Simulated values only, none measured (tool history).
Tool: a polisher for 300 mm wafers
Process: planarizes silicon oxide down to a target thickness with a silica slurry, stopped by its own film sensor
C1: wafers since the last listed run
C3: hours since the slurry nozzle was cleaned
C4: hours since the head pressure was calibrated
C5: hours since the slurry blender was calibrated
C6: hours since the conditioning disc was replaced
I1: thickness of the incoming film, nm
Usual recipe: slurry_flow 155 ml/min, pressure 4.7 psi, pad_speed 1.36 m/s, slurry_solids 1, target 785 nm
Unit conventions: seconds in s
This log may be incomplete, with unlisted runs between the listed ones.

{"run": 1, "hour": 0.0, "slurry_flow": 155, "pressure": 4.7, "pad_speed": 1.36, "slurry_solids": 1, "target": 785, "C1": 0, "wafers polished on this pad": 523, "C3": 623.2, "C4": 640.4, "C5": 287.9, "C6": 61, "I1": 1222.7, "seconds": 115}
{"hour": 52.1, "done": "head pressure recalibrated"}
{"hour": 53.3, "done": "slurry blender recalibrated"}
{"run": 2, "hour": 102.1, "slurry_flow": 155, "pressure": 4.7, "pad_speed": 1.36, "slurry_solids": 1, "target": 785, "C1": 847, "wafers polished on this pad": 1370, "C3": 725.3, "C4": 50, "C5": 48.8, "C6": 163.1, "I1": 1236.2, "seconds": 122.1}
{"run": 3, "hour": 139.4, "slurry_flow": 155, "pressure": 4.7, "pad_speed": 1.36, "slurry_solids": 1, "target": 785, "C1": 319, "wafers polished on this pad": 1690, "C3": 762.6, "C4": 87.3, "C5": 86.1, "C6": 200.4, "I1": 1252.6, "seconds": 130.6}
{"hour": 205.2, "done": "slurry nozzle cleaned"}
{"hour": 212.3, "done": "worn pad replaced by a new one"}
{"run": 4, "hour": 216.4, "slurry_flow": 155, "pressure": 4.7, "pad_speed": 1.36, "slurry_solids": 1, "target": 785, "C1": 617, "wafers polished on this pad": 35, "C3": 11.2, "C4": 164.3, "C5": 163.1, "C6": 277.4, "I1": 1247.1, "seconds": 120.1}
{"run": 5, "hour": 280.0, "slurry_flow": 155, "pressure": 4.7, "pad_speed": 1.36, "slurry_solids": 1.1, "target": 785, "C1": 545, "wafers polished on this pad": 580, "C3": 74.8, "C4": 227.9, "C5": 226.7, "C6": 341, "I1": 1237.7, "seconds": 117.5}
{"hour": 341.0, "done": "slurry blender recalibrated"}
{"run": 6, "hour": 365.4, "slurry_flow": 155, "pressure": 4.7, "pad_speed": 1.36, "slurry_solids": 1, "target": 785, "C1": 714, "wafers polished on this pad": 1295, "C3": 160.2, "C4": 313.3, "C5": 24.4, "C6": 426.4, "I1": 1253.6, "seconds": 128.5}
{"run": 7, "hour": 427.1, "slurry_flow": 155, "pressure": 4.7, "pad_speed": 1.36, "slurry_solids": 0.85, "target": 785, "C1": 528, "wafers polished on this pad": 1823, "C3": 221.9, "C4": 375, "C5": 86.1, "C6": 488.1, "I1": 1231.2, "seconds": 132.7}
{"hour": 458.1, "done": "conditioning disc replaced and pad reconditioned"}
{"run": 8, "hour": 483.5, "slurry_flow": 155, "pressure": 4.7, "pad_speed": 1.36, "slurry_solids": 0.85, "target": 785, "C1": 466, "wafers polished on this pad": 2290, "C3": 278.3, "C4": 431.4, "C5": 142.5, "C6": 25.4, "I1": 1244.3, "seconds": 137.3}
{"hour": 494.7, "done": "worn pad replaced by a new one"}
{"run": 9, "hour": 540.7, "slurry_flow": 155, "pressure": 4.7, "pad_speed": 1.36, "slurry_solids": 0.85, "target": 785, "C1": 455, "wafers polished on this pad": 394, "C3": 335.5, "C4": 488.6, "C5": 199.7, "C6": 82.6, "I1": 1233.4, "seconds": 144.1}
{"run": 10, "hour": 580.7, "slurry_flow": 155, "pressure": 4.7, "pad_speed": 1.36, "slurry_solids": 1, "target": 733, "C1": 342, "wafers polished on this pad": 737, "C3": 375.5, "C4": 528.6, "C5": 239.7, "C6": 122.6, "I1": 1218, "seconds": 146.5}
{"run": 11, "hour": 659.2, "slurry_flow": 155, "pressure": 4.7, "pad_speed": 1.36, "slurry_solids": 1, "target": 733, "C1": 672, "wafers polished on this pad": 1410, "C3": 454, "C4": 607.1, "C5": 318.2, "C6": 201.1, "I1": 1236.9, "seconds": 151.9}
{"hour": 681.5, "done": "slurry blender recalibrated"}
{"run": 12, "hour": 724.7, "slurry_flow": 180, "pressure": 6, "pad_speed": 1.2, "slurry_solids": 1, "target": 711, "C1": 544, "wafers polished on this pad": 1954, "C3": 519.5, "C4": 672.6, "C5": 43.2, "C6": 266.6, "I1": 1221.2, "seconds": 135}
{"hour": 795.5, "done": "worn pad replaced by a new one, repeated, since the last time left the tool worse"}
{"run": 13, "hour": 796.0, "slurry_flow": 155, "pressure": 4.7, "pad_speed": 1.08, "slurry_solids": 0.85, "target": 732, "C1": 576, "wafers polished on this pad": 4, "C3": 590.8, "C4": 743.9, "C5": 114.5, "C6": 337.9, "I1": 1221.6, "seconds": 156.2}
{"hour": 820.3, "done": "head pressure recalibrated"}
{"hour": 896.6, "done": "conditioning disc replaced and pad reconditioned"}
{"run": 14, "hour": 897.2, "slurry_flow": 205, "pressure": 4, "pad_speed": 1.36, "slurry_solids": 1, "target": 785, "C1": 833, "wafers polished on this pad": 837, "C3": 692, "C4": 76.9, "C5": 215.7, "C6": 0.6, "I1": 1228.1, "seconds": 132.6}
{"run": 15, "hour": 947.3, "slurry_flow": 155, "pressure": 4.7, "pad_speed": 1.36, "slurry_solids": 1, "target": 785, "C1": 429, "wafers polished on this pad": 1266, "C3": 742.1, "C4": 127, "C5": 265.8, "C6": 50.7, "I1": 1245.2, "seconds": 126.9}
{"hour": 982.7, "done": "slurry blender recalibrated"}
{"run": 16, "hour": 992.0, "slurry_flow": 155, "pressure": 4.7, "pad_speed": 1.36, "slurry_solids": 1, "target": 785, "C1": 365, "wafers polished on this pad": 1632, "C3": 786.8, "C4": 171.7, "C5": 9.3, "C6": 95.4, "I1": 1217.8, "seconds": 113.1}
{"hour": 1018.4, "done": "slurry nozzle cleaned"}
{"run": 17, "hour": 1057.0, "slurry_flow": 155, "pressure": 4.7, "pad_speed": 1.36, "slurry_solids": 1, "target": 785, "C1": 548, "wafers polished on this pad": 2181, "C3": 38.6, "C4": 236.7, "C5": 74.3, "C6": 160.4, "I1": 1234.8, "seconds": 122.1}
{"hour": 1065.1, "done": "worn pad replaced by a new one"}
{"run": 18, "hour": 1105.2, "slurry_flow": 155, "pressure": 4.7, "pad_speed": 1.36, "slurry_solids": 1, "target": 785, "C1": 378, "wafers polished on this pad": 343, "C3": 86.8, "C4": 284.9, "C5": 122.5, "C6": 208.6, "I1": 1236, "seconds": 119.4}
{"run": 19, "hour": 1158.2, "slurry_flow": 155, "pressure": 3.2, "pad_speed": 1.54, "slurry_solids": 1, "target": 785, "C1": 454, "wafers polished on this pad": 798, "C3": 139.8, "C4": 337.9, "C5": 175.5, "C6": 261.6, "I1": 1237.3, "seconds": 155.2}
{"run": 20, "hour": 1260.3, "slurry_flow": 135, "pressure": 4.7, "pad_speed": 1.36, "slurry_solids": 1, "target": 785, "C1": 875, "wafers polished on this pad": 1673, "C3": 241.9, "C4": 440, "C5": 277.6, "C6": 363.7, "I1": 1246.3, "seconds": 127.4}
{"hour": 1283.9, "done": "slurry blender recalibrated"}
{"run": 21, "hour": 1336.8, "slurry_flow": 155, "pressure": 4.7, "pad_speed": 1.36, "slurry_solids": 1, "target": 785, "C1": 638, "wafers polished on this pad": 2311, "C3": 318.4, "C4": 516.5, "C5": 52.9, "C6": 440.2, "I1": 1256.4, "seconds": 129.9}
{"hour": 1347.9, "done": "conditioning disc replaced and pad reconditioned"}
{"hour": 1393.7, "done": "worn pad replaced by a new one"}
{"run": 22, "hour": 1415.6, "slurry_flow": 155, "pressure": 3.9, "pad_speed": 1.54, "slurry_solids": 1, "target": 785, "C1": 623, "wafers polished on this pad": 187, "C3": 397.2, "C4": 595.3, "C5": 131.7, "C6": 67.7, "I1": 1240.1, "seconds": 133.2}
{"hour": 1469.0, "done": "head pressure recalibrated"}
{"run": 23, "hour": 1521.6, "slurry_flow": 190, "pressure": 4.7, "pad_speed": 1.36, "slurry_solids": 0.75, "target": 785, "C1": 891, "wafers polished on this pad": 1079, "C3": 503.2, "C4": 52.6, "C5": 237.7, "C6": 173.7, "I1": 1236, "seconds": 135.3}

Consider 4 possible next runs. They are alternatives, not a sequence: every one starts from the tool as it was left by run 23. What does each give?
{"run": "A", "hour": 1522.1, "slurry_flow": 155, "pressure": 4.7, "pad_speed": 1.36, "slurry_solids": 1, "target": 785, "C1": 4, "wafers polished on this pad": 1083, "C3": 503.7, "C4": 53.1, "C5": 238.2, "C6": 174.2, "I1": 1245.9, "seconds": "?"}
{"run": "B", "hour": 1522.1, "slurry_flow": 170, "pressure": 3.6, "pad_speed": 0.92, "slurry_solids": 1, "target": 785, "C1": 4, "wafers polished on this pad": 1083, "C3": 503.7, "C4": 53.1, "C5": 238.2, "C6": 174.2, "I1": 1245.9, "seconds": "?"}
{"run": "C", "hour": 1522.1, "slurry_flow": 155, "pressure": 4.7, "pad_speed": 1.36, "slurry_solids": 1.25, "target": 785, "C1": 4, "wafers polished on this pad": 1083, "C3": 503.7, "C4": 53.1, "C5": 238.2, "C6": 174.2, "I1": 1245.9, "seconds": "?"}
{"run": "D", "hour": 1522.1, "slurry_flow": 155, "pressure": 4.7, "pad_speed": 1.36, "slurry_solids": 0.9, "target": 785, "C1": 4, "wafers polished on this pad": 1083, "C3": 503.7, "C4": 53.1, "C5": 238.2, "C6": 174.2, "I1": 1245.9, "seconds": "?"}

run=A seconds=124.6
run=B seconds=203.2
run=C seconds=115.2
run=D seconds=129.5
Had the tool no hidden state, the same runs would have come out as:
run=A seconds=120.1
run=B seconds=195.8
run=C seconds=111
run=D seconds=124.8
